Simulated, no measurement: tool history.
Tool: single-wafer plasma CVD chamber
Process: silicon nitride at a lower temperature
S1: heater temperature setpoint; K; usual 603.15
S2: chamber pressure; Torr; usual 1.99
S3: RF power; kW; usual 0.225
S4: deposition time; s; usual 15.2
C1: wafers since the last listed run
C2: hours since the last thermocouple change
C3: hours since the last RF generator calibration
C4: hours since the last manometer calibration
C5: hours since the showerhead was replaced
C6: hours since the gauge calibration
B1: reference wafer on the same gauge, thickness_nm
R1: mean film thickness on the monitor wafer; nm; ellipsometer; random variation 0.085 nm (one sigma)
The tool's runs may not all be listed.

run    hour      S1    S2     S3    S4    C1      C2      C3      C4      C5      C6      B1      R1
  1     0.0  603.15  2.29  0.225  15.2     0   919.6  1394.1  1606.3  5844.9  1827.7  17.284  16.133
  2    54.4  603.15  2.29  0.225  15.2  1790   974.0  1448.5  1660.7  5899.3  1882.1  17.313  16.008
  3   102.2  603.15  2.29  0.225  15.2  1573  1021.8  1496.3  1708.5  5947.1  1929.9  17.299  16.051
  4   147.6  593.15  1.99  0.225  15.2  1494  1067.2  1541.7  1753.9  5992.5  1975.3  17.276  15.685
  5   211.8  603.15  1.99  0.225  15.2  2113  1131.4  1605.9  1818.1  6056.7  2039.5  17.310  15.580
  6   287.0  603.15  1.99  0.225  15.2  2475  1206.6  1681.1  1893.3  6131.9  2114.7  17.341  15.470
  7   356.8  603.15  1.99  0.225  15.2  2297  1276.4  1750.9  1963.1  6201.7  2184.5  17.323  15.268
      396.9  -- gauge calibrated
  8   452.8  603.15  1.99  0.225  15.2  3159  1372.4  1846.9  2059.1  6297.7    55.9  17.302  15.646
      485.9  -- showerhead replaced
  9   557.5  603.15  1.99  0.225  15.2  3182  1477.1  1951.6  2163.8    71.6   160.6  17.270  15.396
 10   715.0  603.15  1.99  0.225  15.2  5184  1634.6  2109.1  2321.3   229.1   318.1  17.313  15.426
 11   781.8  603.15  2.22  0.225  16.9  2198  1701.4  2175.9  2388.1   295.9   384.9  17.288  17.678
 12   876.6  591.15  1.99  0.225  15.2  3120  1796.2  2270.7  2482.9   390.7   479.7  17.303  15.320
      907.8  -- thermocouple changed; heater temperature recalibrated
 13   980.6  603.15  1.99  0.225  15.2  3159    72.8  2374.7  2586.9   494.7   583.7  17.306  15.299
 14  1047.8  603.15  1.99  0.245  15.2  2211   140.0  2441.9  2654.1   561.9   650.9  17.307  16.810
 15  1130.4  603.15  1.99  0.260  12.4  2718   222.6  2524.5  2736.7   644.5   733.5  17.292  14.323
 16  1183.9  603.15  1.55  0.225  16.8  1760   276.1  2578.0  2790.2   698.0   787.0  17.293  15.937
     1228.2  -- RF generator calibrated
     1243.7  -- capacitance manometer re-zeroed and calibrated
 17  1261.3  592.15  1.56  0.260  17.1  2021   353.5    33.1    17.6   775.4   864.4  17.318  18.959
 18  1348.7  603.15  1.99  0.225  15.2  2876   440.9   120.5   105.0   862.8   951.8  17.304  15.594
 19  1424.7  603.15  1.99  0.225  15.2  2501   516.9   196.5   181.0   938.8  1027.8  17.269  15.746
 20  1472.6  603.15  1.99  0.225  15.2  1576   564.8   244.4   228.9   986.7  1075.7  17.294  15.868

Forecast run 21:
 21  1534.3  603.15  1.99  0.225  14.3  2030  626.5  306.1  290.6  1048.4  1137.4   ?   ?

{"run 21": {"B1": 17.29, "R1": 14.809}}
Without the tool's hidden state the same run would have given R1 14.893 nm.

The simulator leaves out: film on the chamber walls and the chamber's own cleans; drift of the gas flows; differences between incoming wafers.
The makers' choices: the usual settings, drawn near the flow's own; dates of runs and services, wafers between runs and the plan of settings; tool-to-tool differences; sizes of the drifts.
